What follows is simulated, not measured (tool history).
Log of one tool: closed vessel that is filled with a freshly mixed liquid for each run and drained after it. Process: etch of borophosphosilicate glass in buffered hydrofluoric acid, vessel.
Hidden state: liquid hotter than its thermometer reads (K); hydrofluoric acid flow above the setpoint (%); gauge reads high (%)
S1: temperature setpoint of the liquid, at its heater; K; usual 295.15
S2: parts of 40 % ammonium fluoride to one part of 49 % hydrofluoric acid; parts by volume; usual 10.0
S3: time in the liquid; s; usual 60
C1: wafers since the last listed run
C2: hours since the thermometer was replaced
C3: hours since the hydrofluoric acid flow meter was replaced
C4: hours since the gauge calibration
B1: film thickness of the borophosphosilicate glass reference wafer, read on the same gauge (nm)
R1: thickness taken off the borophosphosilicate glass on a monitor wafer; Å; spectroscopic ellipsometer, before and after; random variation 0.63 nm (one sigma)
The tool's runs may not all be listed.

run     day      S1    S2  S3    C1      C2      C3      C4      B1      R1
  1   0.000  295.15  10.0  60     0  1572.0  1676.8   318.3  140.01   709.1
  2   4.496  295.15  10.0  60  9502  1679.9  1784.7   426.2  139.99   712.6
  3   8.888  294.15  10.0  85  9282  1785.3  1890.1   531.6  140.00   982.3
  4  12.896  294.15  10.0  85  8472  1881.5  1986.3   627.8  139.98   987.9
  5  15.600  295.15  10.0  60  5715  1946.4  2051.2   692.7  139.99   746.5
  6  19.808  295.15  10.0  60  8895  2047.4  2152.2   793.7  140.00   741.8
  7  24.188  295.15  10.0  60  9256  2152.5  2257.3   898.8  140.00   731.5
  8  26.392  295.15  10.0  60  4658  2205.4  2310.2   951.7  140.00   751.9
  9  29.671  295.15  10.0  60  6931  2284.1  2388.9  1030.4  140.00   762.9
 10  32.396  295.15  10.0  60  5759  2349.5  2454.3  1095.8  139.99   764.6
 11  34.167  295.15  10.0  60  3742  2392.0  2496.8  1138.3  139.99   774.8
 12  38.271  295.15  10.0  60  8674  2490.5  2595.3  1236.8  140.01   778.8
 13  41.175  295.15  10.0  60  6138  2560.2  2665.0  1306.5  139.98   769.4
     43.083  -- hydrofluoric acid flow meter replaced
 14  44.421  295.15  10.0  60  6772  2638.1    32.1  1384.4  140.00   715.7
 15  46.142  295.15  10.0  60  3637  2679.4    73.4  1425.7  139.98   716.9
 16  50.025  295.15  10.0  60  8208  2772.6   166.6  1518.9  140.00   732.8
 17  51.762  295.15  11.0  60  3672  2814.3   208.3  1560.6  140.01   678.7
 18  54.096  295.15  10.0  60  4931  2870.3   264.3  1616.6  140.01   722.9
 19  57.712  299.65  13.0  85  7644  2957.1   351.1  1703.4  139.99  1039.3
 20  61.117  295.15  13.5  30  7195  3038.8   432.8  1785.1  139.98   281.4
     61.883  -- thermometer replaced
 21  63.358  295.15  13.5  30  4650    35.4   486.6  1838.9  139.99   240.2
 22  65.175  295.15  10.0  60  3839    79.0   530.2  1882.5  140.00   653.1
 23  69.208  296.65  11.5  80  8525   175.8   627.0  1979.3  139.98   816.5
 24  72.150  298.15  10.0  70  6217   246.4   697.6  2049.9  140.00   898.7
     73.754  -- gauge calibrated
 25  76.371  295.15  10.0  60  8921   347.7   798.9    62.8  140.00   660.2
 26  78.621  297.15   6.5  80  4755   401.7   852.9   116.8  140.00  1499.4
 27  80.704  295.15  10.0  60  4403   451.7   902.9   166.8  139.99   665.8
 28  83.300  293.15  11.0  50  5486   514.0   965.2   229.1  140.01   467.7
 29  87.242  290.15  10.0  80  8331   608.6  1059.8   323.7  140.01   691.3
 30  90.929  295.15  10.0  60  7794   697.1  1148.3   412.2  139.98   682.3
 31  94.633  298.65  10.0  90  7829   786.0  1237.2   501.1  139.99  1245.4
 32  98.017  290.65  12.5  80  7151   867.2  1318.4   582.3  140.01   574.3

3 ways to go on from here, each from the tool as it stands after run 32. What would each give?
  A  98.046  295.15  11.5  60  61  867.9  1319.1  583.0   ?   ?
  B  98.046  295.15   7.5  60  61  867.9  1319.1  583.0   ?   ?
  C  98.046  296.65  12.5  50  61  867.9  1319.1  583.0   ?   ?

run      B1     R1
  A  140.00  616.5
  B  140.00  929.8
  C  140.00  513.4
Without the tool's hidden state the same runs would have given:
run     R1
  A  553.5
  B  829.3
  C  461.1

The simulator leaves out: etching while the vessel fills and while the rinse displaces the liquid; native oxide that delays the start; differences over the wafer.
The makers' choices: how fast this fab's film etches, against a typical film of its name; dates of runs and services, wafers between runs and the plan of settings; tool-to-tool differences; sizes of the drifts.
